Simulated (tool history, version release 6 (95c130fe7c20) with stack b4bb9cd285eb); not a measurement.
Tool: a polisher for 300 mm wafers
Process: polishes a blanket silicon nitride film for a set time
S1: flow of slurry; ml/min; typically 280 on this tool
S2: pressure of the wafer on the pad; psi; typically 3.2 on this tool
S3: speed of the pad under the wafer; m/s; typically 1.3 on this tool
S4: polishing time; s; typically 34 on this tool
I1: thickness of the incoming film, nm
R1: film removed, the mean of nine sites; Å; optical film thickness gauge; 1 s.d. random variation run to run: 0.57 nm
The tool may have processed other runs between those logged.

run,day,S1,S2,S3,S4,I1,R1
1,0,280,3.2,1.3,39,722,733
2,1.358,280,3.2,1.3,39,718.1,737
3,2.233,280,3.2,1.3,34,729.9,641
4,3.167,330,3.2,1.3,34,729.6,652
5,4.321,280,3.2,1.3,34,730.2,638
6,5.454,280,3.2,1.3,34,717,633
7,6.725,280,3.2,1.3,34,724.2,638
8,7.888,280,3.2,1.3,34,714.9,640
9,9.283,280,3.2,1.3,34,735.3,651
10,10.562,280,3.2,1.3,34,721.8,644
11,11.417,280,3.2,1.3,34,715.3,638
12,12.417,280,3.2,1.1,34,721.6,578
13,13.546,280,3.2,1.1,34,724.3,579
14,14.804,280,3.2,1.18,34,717.3,601
15,16.217,280,3.2,1.3,34,722.3,638
16,17.246,230,2.4,1.64,29,713.1,502
17,18.5,280,3.2,1.08,34,716.4,570
18,19.512,250,3.2,1.44,24,722.7,474
19,20.192,220,3.8,1.3,31,725.4,651
20,21.058,365,3.2,1.3,26,704.9,497
21,22.308,280,2.3,1.68,30,719.9,513
22,22.979,280,3.2,1.3,34,728.6,628
23,24.121,280,3.2,1.3,34,711.7,628
24,25.129,240,3.2,1.14,44,729.8,737
25,26.175,280,3.2,1.3,34,715.6,650
26,26.775,280,3.2,1.3,34,715.3,644
27,28.083,185,4.2,1.62,34,721.2,888
28,29.071,375,3.2,1.72,34,730.2,785
29,29.85,210,3.2,0.92,30,716.3,454
30,30.579,280,3.9,1.48,28,725.9,676
31,31.45,340,2.8,1.1,34,725.2,535
32,35.212,350,3.2,1.3,27,727.4,516
33,36.575,235,3.2,1.3,41,723.6,765
34,37.638,320,3.5,0.92,45,734.4,727
35,38.212,280,3.2,1.3,34,722.6,640
36,39.338,280,3.2,1.3,34,719.7,627

Withheld: 7 entries from between the runs. Position of each, and hidden state at the listed run before versus the listed run after:
Run 7 -> run 8: worn pad replaced by a new one (day 7.046)
  slurry flow missing at the pad, %: 33.5 -> 35.9
  measured result minus the result with no hidden state, R1: -18 -> -20 Å
Run 8 -> run 9: slurry nozzle cleaned (day 8.208)
  slurry flow missing at the pad, %: 35.9 -> 7.02
  measured result minus the result with no hidden state, R1: -20 -> -4 Å
Run 11 -> run 12: head pressure recalibrated (day 11.554)
  slurry flow missing at the pad, %: 11.5 -> 13.6
  measured result minus the result with no hidden state, R1: -5 -> -6 Å
Run 15 -> run 16: worn pad replaced by a new one (day 16.617)
  slurry flow missing at the pad, %: 21.6 -> 23.8
  measured result minus the result with no hidden state, R1: -11 -> -11 Å
Run 24 -> run 25: slurry nozzle cleaned (day 25.525); worn pad replaced by a new one (day 26.154)
  slurry flow missing at the pad, %: 40.4 -> 6.71
  measured result minus the result with no hidden state, R1: -30 -> -3 Å
Run 33 -> run 34: worn pad replaced by a new one (day 37.254)
  slurry flow missing at the pad, %: 28.6 -> 30.9
  measured result minus the result with no hidden state, R1: -19 -> -17 Å
